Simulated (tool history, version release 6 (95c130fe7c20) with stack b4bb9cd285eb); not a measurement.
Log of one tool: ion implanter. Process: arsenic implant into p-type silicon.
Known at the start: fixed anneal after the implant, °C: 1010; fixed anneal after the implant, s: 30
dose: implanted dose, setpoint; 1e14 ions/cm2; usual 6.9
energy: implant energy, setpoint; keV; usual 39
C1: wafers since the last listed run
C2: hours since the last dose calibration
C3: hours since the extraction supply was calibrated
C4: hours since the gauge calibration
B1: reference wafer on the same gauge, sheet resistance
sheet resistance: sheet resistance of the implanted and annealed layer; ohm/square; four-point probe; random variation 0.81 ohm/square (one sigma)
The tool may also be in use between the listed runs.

{"run": 1, "hour": 0.0, "dose": 6.9, "energy": 39, "C1": 0, "C2": 140.8, "C3": 5217.9, "C4": 1579.4, "B1": 160.29, "sheet resistance": 136.95}
{"run": 2, "hour": 96.6, "dose": 6.9, "energy": 39, "C1": 3197, "C2": 237.4, "C3": 5314.5, "C4": 1676, "B1": 159.39, "sheet resistance": 136.9}
{"run": 3, "hour": 171.4, "dose": 6.9, "energy": 39, "C1": 2475, "C2": 312.2, "C3": 5389.3, "C4": 1750.8, "B1": 158.67, "sheet resistance": 136.65}
{"run": 4, "hour": 255.7, "dose": 6.9, "energy": 39, "C1": 2790, "C2": 396.5, "C3": 5473.6, "C4": 1835.1, "B1": 157.81, "sheet resistance": 135.51}
{"run": 5, "hour": 317.4, "dose": 6.9, "energy": 39, "C1": 2042, "C2": 458.2, "C3": 5535.3, "C4": 1896.8, "B1": 157.67, "sheet resistance": 135.67}
{"run": 6, "hour": 394.9, "dose": 8.48, "energy": 39, "C1": 2564, "C2": 535.7, "C3": 5612.8, "C4": 1974.3, "B1": 156.79, "sheet resistance": 116.54}
{"run": 7, "hour": 493.9, "dose": 8.48, "energy": 39, "C1": 3276, "C2": 634.7, "C3": 5711.8, "C4": 2073.3, "B1": 156.05, "sheet resistance": 114.61}
{"hour": 508.0, "done": "gauge calibrated"}
{"run": 8, "hour": 537.6, "dose": 8.48, "energy": 39, "C1": 1446, "C2": 678.4, "C3": 5755.5, "C4": 29.6, "B1": 165.42, "sheet resistance": 121.83}
{"run": 9, "hour": 575.1, "dose": 6.9, "energy": 39, "C1": 1241, "C2": 715.9, "C3": 5793, "C4": 67.1, "B1": 165.12, "sheet resistance": 143.77}
{"run": 10, "hour": 681.8, "dose": 6.9, "energy": 39, "C1": 3531, "C2": 822.6, "C3": 5899.7, "C4": 173.8, "B1": 165.51, "sheet resistance": 142.03}
{"run": 11, "hour": 736.2, "dose": 6.9, "energy": 39, "C1": 1800, "C2": 877, "C3": 5954.1, "C4": 228.2, "B1": 165.01, "sheet resistance": 141.22}
{"run": 12, "hour": 797.8, "dose": 6.9, "energy": 39, "C1": 2038, "C2": 938.6, "C3": 6015.7, "C4": 289.8, "B1": 165.63, "sheet resistance": 143.08}
{"run": 13, "hour": 899.8, "dose": 6.9, "energy": 39, "C1": 3375, "C2": 1040.6, "C3": 6117.7, "C4": 391.8, "B1": 164.76, "sheet resistance": 142.01}
{"run": 14, "hour": 956.4, "dose": 6.9, "energy": 39, "C1": 1873, "C2": 1097.2, "C3": 6174.3, "C4": 448.4, "B1": 164.91, "sheet resistance": 141.67}
{"run": 15, "hour": 1012.6, "dose": 6.9, "energy": 39, "C1": 1860, "C2": 1153.4, "C3": 6230.5, "C4": 504.6, "B1": 164.43, "sheet resistance": 142.47}
{"run": 16, "hour": 1102.6, "dose": 6.4, "energy": 47, "C1": 2978, "C2": 1243.4, "C3": 6320.5, "C4": 594.6, "B1": 164.9, "sheet resistance": 145.74}
{"run": 17, "hour": 1185.5, "dose": 8.5, "energy": 39, "C1": 2743, "C2": 1326.3, "C3": 6403.4, "C4": 677.5, "B1": 164.37, "sheet resistance": 122.01}
{"run": 18, "hour": 1256.7, "dose": 6.9, "energy": 39, "C1": 2356, "C2": 1397.5, "C3": 6474.6, "C4": 748.7, "B1": 164.06, "sheet resistance": 141.35}
{"hour": 1312.4, "done": "Faraday cup replaced and dose calibrated"}
{"hour": 1388.8, "done": "extraction supply calibrated"}
{"run": 19, "hour": 1460.2, "dose": 8.27, "energy": 42.5, "C1": 6205, "C2": 147.8, "C3": 71.4, "C4": 952.2, "B1": 163.09, "sheet resistance": 121.18}
{"run": 20, "hour": 1564.3, "dose": 7.9, "energy": 39, "C1": 3445, "C2": 251.9, "C3": 175.5, "C4": 1056.3, "B1": 163.45, "sheet resistance": 125.83}
{"run": 21, "hour": 1637.5, "dose": 6.34, "energy": 33, "C1": 2422, "C2": 325.1, "C3": 248.7, "C4": 1129.5, "B1": 162.57, "sheet resistance": 153.7}
{"run": 22, "hour": 1741.9, "dose": 6.9, "energy": 39, "C1": 3455, "C2": 429.5, "C3": 353.1, "C4": 1233.9, "B1": 161.8, "sheet resistance": 138.17}
{"run": 23, "hour": 1799.9, "dose": 6.04, "energy": 31, "C1": 1919, "C2": 487.5, "C3": 411.1, "C4": 1291.9, "B1": 161.76, "sheet resistance": 161.03}
{"run": 24, "hour": 1884.3, "dose": 5.78, "energy": 26, "C1": 2793, "C2": 571.9, "C3": 495.5, "C4": 1376.3, "B1": 161.17, "sheet resistance": 168.4}
{"run": 25, "hour": 1955.4, "dose": 6.9, "energy": 39, "C1": 2353, "C2": 643, "C3": 566.6, "C4": 1447.4, "B1": 160.86, "sheet resistance": 139.11}
{"run": 26, "hour": 2183.0, "dose": 8.13, "energy": 39, "C1": 7532, "C2": 870.6, "C3": 794.2, "C4": 1675, "B1": 158.23, "sheet resistance": 121.95}
{"run": 27, "hour": 2276.5, "dose": 8.76, "energy": 30, "C1": 3094, "C2": 964.1, "C3": 887.7, "C4": 1768.5, "B1": 158.09, "sheet resistance": 120.33}
{"hour": 2297.2, "done": "gauge calibrated"}
{"run": 28, "hour": 2379.3, "dose": 6.9, "energy": 39, "C1": 3402, "C2": 1066.9, "C3": 990.5, "C4": 82.1, "B1": 166.76, "sheet resistance": 144.91}
{"run": 29, "hour": 2468.6, "dose": 6.9, "energy": 39, "C1": 2955, "C2": 1156.2, "C3": 1079.8, "C4": 171.4, "B1": 166.62, "sheet resistance": 145.5}
{"run": 30, "hour": 2574.8, "dose": 6.9, "energy": 39, "C1": 3514, "C2": 1262.4, "C3": 1186, "C4": 277.6, "B1": 166.18, "sheet resistance": 145.4}
{"run": 31, "hour": 2654.5, "dose": 4.99, "energy": 26.5, "C1": 2637, "C2": 1342.1, "C3": 1265.7, "C4": 357.3, "B1": 166.05, "sheet resistance": 193.83}
{"run": 32, "hour": 2693.6, "dose": 8.47, "energy": 50.5, "C1": 1294, "C2": 1381.2, "C3": 1304.8, "C4": 396.4, "B1": 166.15, "sheet resistance": 117.65}
{"run": 33, "hour": 2788.4, "dose": 8.66, "energy": 32.5, "C1": 3137, "C2": 1476, "C3": 1399.6, "C4": 491.2, "B1": 165.54, "sheet resistance": 124.88}
{"run": 34, "hour": 2836.7, "dose": 8.84, "energy": 34.5, "C1": 1598, "C2": 1524.3, "C3": 1447.9, "C4": 539.5, "B1": 165.58, "sheet resistance": 120.94}
{"hour": 2845.3, "done": "Faraday cup replaced and dose calibrated"}
{"run": 35, "hour": 2938.9, "dose": 7.87, "energy": 47.5, "C1": 3117, "C2": 93.6, "C3": 1550.1, "C4": 641.7, "B1": 165.27, "sheet resistance": 125.73}
{"run": 36, "hour": 3228.4, "dose": 5.23, "energy": 25.5, "C1": 9581, "C2": 383.1, "C3": 1839.6, "C4": 931.2, "B1": 164.09, "sheet resistance": 185.65}

The tool's hidden state at each run:
deviation of the true dose from the Faraday cup's reading, %: 0 in every run
deviation of the true energy from its setpoint, %: 0 in every run
H1: gauge reads high (%)
run=1 H1=-4.07
run=2 H1=-4.53
run=3 H1=-4.9
run=4 H1=-5.33
run=5 H1=-5.67
run=6 H1=-6.1
run=7 H1=-6.68
run=8 H1=-0.847
run=9 H1=-0.852
run=10 H1=-0.889
run=11 H1=-0.921
run=12 H1=-0.967
run=13 H1=-1.07
run=14 H1=-1.14
run=15 H1=-1.21
run=16 H1=-1.36
run=17 H1=-1.51
run=18 H1=-1.65
run=19 H1=-2.15
run=20 H1=-2.46
run=21 H1=-2.69
run=22 H1=-3.04
run=23 H1=-3.25
run=24 H1=-3.58
run=25 H1=-3.87
run=26 H1=-4.9
run=27 H1=-5.36
run=28 H1=-0.288
run=29 H1=-0.321
run=30 H1=-0.39
run=31 H1=-0.463
run=32 H1=-0.505
run=33 H1=-0.627
run=34 H1=-0.699
run=35 H1=-0.873
run=36 H1=-1.53

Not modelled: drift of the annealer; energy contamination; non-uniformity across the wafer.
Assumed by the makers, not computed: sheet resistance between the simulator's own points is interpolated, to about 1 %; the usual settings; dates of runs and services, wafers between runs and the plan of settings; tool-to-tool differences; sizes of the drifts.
